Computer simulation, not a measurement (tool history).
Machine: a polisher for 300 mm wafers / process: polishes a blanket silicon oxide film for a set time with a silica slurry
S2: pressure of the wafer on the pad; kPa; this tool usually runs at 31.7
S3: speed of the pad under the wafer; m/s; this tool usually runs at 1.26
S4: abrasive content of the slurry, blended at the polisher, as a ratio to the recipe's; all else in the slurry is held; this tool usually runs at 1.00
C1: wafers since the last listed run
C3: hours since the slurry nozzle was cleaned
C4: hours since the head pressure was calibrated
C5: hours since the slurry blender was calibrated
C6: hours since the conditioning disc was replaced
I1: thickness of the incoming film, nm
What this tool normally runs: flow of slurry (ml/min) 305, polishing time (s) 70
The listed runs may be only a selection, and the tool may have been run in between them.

{"run": 1, "hour": 0.0, "flow of slurry (ml/min)": 305, "S2": 31.7, "S3": 1.26, "S4": 0.9, "polishing time (s)": 70, "C1": 0, "wafers polished on this pad": 65, "C3": 166.5, "C4": 363.2, "C5": 7.8, "C6": 71.5, "I1": 982.9, "film removed (angstrom)": 2298}
{"run": 2, "hour": 39.1, "flow of slurry (ml/min)": 305, "S2": 31.7, "S3": 1.26, "S4": 1.2, "polishing time (s)": 70, "C1": 329, "wafers polished on this pad": 394, "C3": 205.6, "C4": 402.3, "C5": 46.9, "C6": 110.6, "I1": 993.9, "film removed (angstrom)": 2533}
{"run": 3, "hour": 90.8, "flow of slurry (ml/min)": 305, "S2": 31.7, "S3": 1.26, "S4": 1.0, "polishing time (s)": 60, "C1": 435, "wafers polished on this pad": 830, "C3": 257.3, "C4": 454.0, "C5": 98.6, "C6": 162.3, "I1": 973.1, "film removed (angstrom)": 1965}
{"run": 4, "hour": 149.6, "flow of slurry (ml/min)": 305, "S2": 31.7, "S3": 1.26, "S4": 1.0, "polishing time (s)": 60, "C1": 495, "wafers polished on this pad": 1326, "C3": 316.1, "C4": 512.8, "C5": 157.4, "C6": 221.1, "I1": 1003.6, "film removed (angstrom)": 1866}
{"run": 5, "hour": 173.8, "flow of slurry (ml/min)": 305, "S2": 31.7, "S3": 1.26, "S4": 1.0, "polishing time (s)": 60, "C1": 203, "wafers polished on this pad": 1529, "C3": 340.3, "C4": 537.0, "C5": 181.6, "C6": 245.3, "I1": 1005.3, "film removed (angstrom)": 1865}
{"run": 6, "hour": 203.7, "flow of slurry (ml/min)": 250, "S2": 25.5, "S3": 1.26, "S4": 1.0, "polishing time (s)": 70, "C1": 251, "wafers polished on this pad": 1781, "C3": 370.2, "C4": 566.9, "C5": 211.5, "C6": 275.2, "I1": 996.1, "film removed (angstrom)": 1697}
{"hour": 217.9, "done": "slurry nozzle cleaned"}
{"run": 7, "hour": 258.7, "flow of slurry (ml/min)": 305, "S2": 31.7, "S3": 0.88, "S4": 1.0, "polishing time (s)": 58, "C1": 455, "wafers polished on this pad": 2237, "C3": 40.8, "C4": 621.9, "C5": 266.5, "C6": 330.2, "I1": 993.9, "film removed (angstrom)": 1463}
{"hour": 301.6, "done": "slurry blender recalibrated"}
{"hour": 309.4, "done": "worn pad replaced by a new one"}
{"run": 8, "hour": 327.8, "flow of slurry (ml/min)": 305, "S2": 37.2, "S3": 1.26, "S4": 0.9, "polishing time (s)": 70, "C1": 531, "wafers polished on this pad": 154, "C3": 109.9, "C4": 691.0, "C5": 26.2, "C6": 399.3, "I1": 994.6, "film removed (angstrom)": 2480}
{"hour": 332.3, "done": "conditioning disc replaced and pad reconditioned"}
{"run": 9, "hour": 380.5, "flow of slurry (ml/min)": 305, "S2": 31.7, "S3": 1.26, "S4": 1.0, "polishing time (s)": 70, "C1": 427, "wafers polished on this pad": 582, "C3": 162.6, "C4": 743.7, "C5": 78.9, "C6": 48.2, "I1": 991.3, "film removed (angstrom)": 2419}
{"run": 10, "hour": 421.2, "flow of slurry (ml/min)": 275, "S2": 24.8, "S3": 1.52, "S4": 1.0, "polishing time (s)": 70, "C1": 343, "wafers polished on this pad": 925, "C3": 203.3, "C4": 784.4, "C5": 119.6, "C6": 88.9, "I1": 1003.6, "film removed (angstrom)": 2233}
{"run": 11, "hour": 456.7, "flow of slurry (ml/min)": 305, "S2": 31.7, "S3": 1.4, "S4": 1.15, "polishing time (s)": 70, "C1": 299, "wafers polished on this pad": 1224, "C3": 238.8, "C4": 819.9, "C5": 155.1, "C6": 124.4, "I1": 980.9, "film removed (angstrom)": 2702}
{"run": 12, "hour": 503.4, "flow of slurry (ml/min)": 240, "S2": 31.7, "S3": 1.26, "S4": 1.0, "polishing time (s)": 70, "C1": 393, "wafers polished on this pad": 1617, "C3": 285.5, "C4": 866.6, "C5": 201.8, "C6": 171.1, "I1": 987.4, "film removed (angstrom)": 2161}
{"run": 13, "hour": 548.2, "flow of slurry (ml/min)": 275, "S2": 31.7, "S3": 1.26, "S4": 1.0, "polishing time (s)": 53, "C1": 377, "wafers polished on this pad": 1995, "C3": 330.3, "C4": 911.4, "C5": 246.6, "C6": 215.9, "I1": 983.3, "film removed (angstrom)": 1652}
{"hour": 570.7, "done": "slurry nozzle cleaned"}
{"run": 14, "hour": 597.3, "flow of slurry (ml/min)": 235, "S2": 31.7, "S3": 0.94, "S4": 1.0, "polishing time (s)": 70, "C1": 405, "wafers polished on this pad": 2400, "C3": 26.6, "C4": 960.5, "C5": 295.7, "C6": 265.0, "I1": 1004.2, "film removed (angstrom)": 1815}
{"hour": 622.6, "done": "head pressure recalibrated"}
{"hour": 632.6, "done": "slurry blender recalibrated"}
{"run": 15, "hour": 637.3, "flow of slurry (ml/min)": 250, "S2": 25.5, "S3": 1.26, "S4": 1.0, "polishing time (s)": 70, "C1": 303, "wafers polished on this pad": 2704, "C3": 66.6, "C4": 14.7, "C5": 4.7, "C6": 305.0, "I1": 980.4, "film removed (angstrom)": 1930}
{"hour": 650.7, "done": "worn pad replaced by a new one"}
{"hour": 673.7, "done": "conditioning disc replaced and pad reconditioned"}
{"run": 16, "hour": 689.7, "flow of slurry (ml/min)": 305, "S2": 31.7, "S3": 1.26, "S4": 1.0, "polishing time (s)": 57, "C1": 391, "wafers polished on this pad": 311, "C3": 119.0, "C4": 67.1, "C5": 57.1, "C6": 16.0, "I1": 1000.8, "film removed (angstrom)": 2056}

Run 17 is up next; what results do you expect?
{"run": 17, "hour": 720.7, "flow of slurry (ml/min)": 305, "S2": 31.7, "S3": 1.62, "S4": 1.0, "polishing time (s)": 70, "C1": 261, "wafers polished on this pad": 573, "C3": 150.0, "C4": 98.1, "C5": 88.1, "C6": 47.0, "I1": 977.4, "film removed (angstrom)": "?"}

film removed (angstrom): 3018
If the tool had no hidden condition, the same run with the same run-to-run variation would have returned film removed (angstrom) 3094.
